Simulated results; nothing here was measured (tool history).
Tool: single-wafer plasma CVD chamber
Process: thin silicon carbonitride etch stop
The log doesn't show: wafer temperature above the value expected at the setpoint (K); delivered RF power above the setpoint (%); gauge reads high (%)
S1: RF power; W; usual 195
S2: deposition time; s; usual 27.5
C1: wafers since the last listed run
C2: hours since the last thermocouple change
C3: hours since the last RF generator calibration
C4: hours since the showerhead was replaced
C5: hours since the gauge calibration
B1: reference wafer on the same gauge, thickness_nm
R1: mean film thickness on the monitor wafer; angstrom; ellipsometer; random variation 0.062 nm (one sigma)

run,hour,S1,S2,C1,C2,C3,C4,C5,B1,R1
1,0.0,195,29.3,0,589.9,723.5,5375.4,212.1,12.810,142.17
2,64.3,195,27.5,1716,654.2,787.8,5439.7,276.4,12.817,133.89
3,92.6,195,27.5,755,682.5,816.1,5468.0,304.7,12.800,133.42
4,119.6,195,27.5,720,709.5,843.1,5495.0,331.7,12.805,133.45
5,175.1,195,27.5,1481,765.0,898.6,5550.5,387.2,12.786,133.88
6,237.3,195,27.5,1660,827.2,960.8,5612.7,449.4,12.816,133.01
7,270.1,195,27.5,875,860.0,993.6,5645.5,482.2,12.795,134.23
# hour 304.6: gauge calibrated
8,335.6,195,27.5,1748,925.5,1059.1,5711.0,31.0,12.800,133.53
9,405.6,195,27.5,1868,995.5,1129.1,5781.0,101.0,12.788,133.00
# hour 432.6: thermocouple changed; heater temperature recalibrated
# hour 438.3: RF generator calibrated
10,464.6,195,23.6,1207,32.0,26.3,5840.0,160.0,12.799,117.07
# hour 498.3: showerhead replaced, of another model than before
11,503.9,195,27.5,835,71.3,65.6,5.6,199.3,12.808,136.82

The next listed run, before its measurement:
12,541.3,195,24.6,998,108.7,103.0,43.0,236.7,?,?

{"run 12": {"B1": 12.815, "R1": 121.67}}
Without the tool's hidden state the same run would have given R1 122.21 angstrom.

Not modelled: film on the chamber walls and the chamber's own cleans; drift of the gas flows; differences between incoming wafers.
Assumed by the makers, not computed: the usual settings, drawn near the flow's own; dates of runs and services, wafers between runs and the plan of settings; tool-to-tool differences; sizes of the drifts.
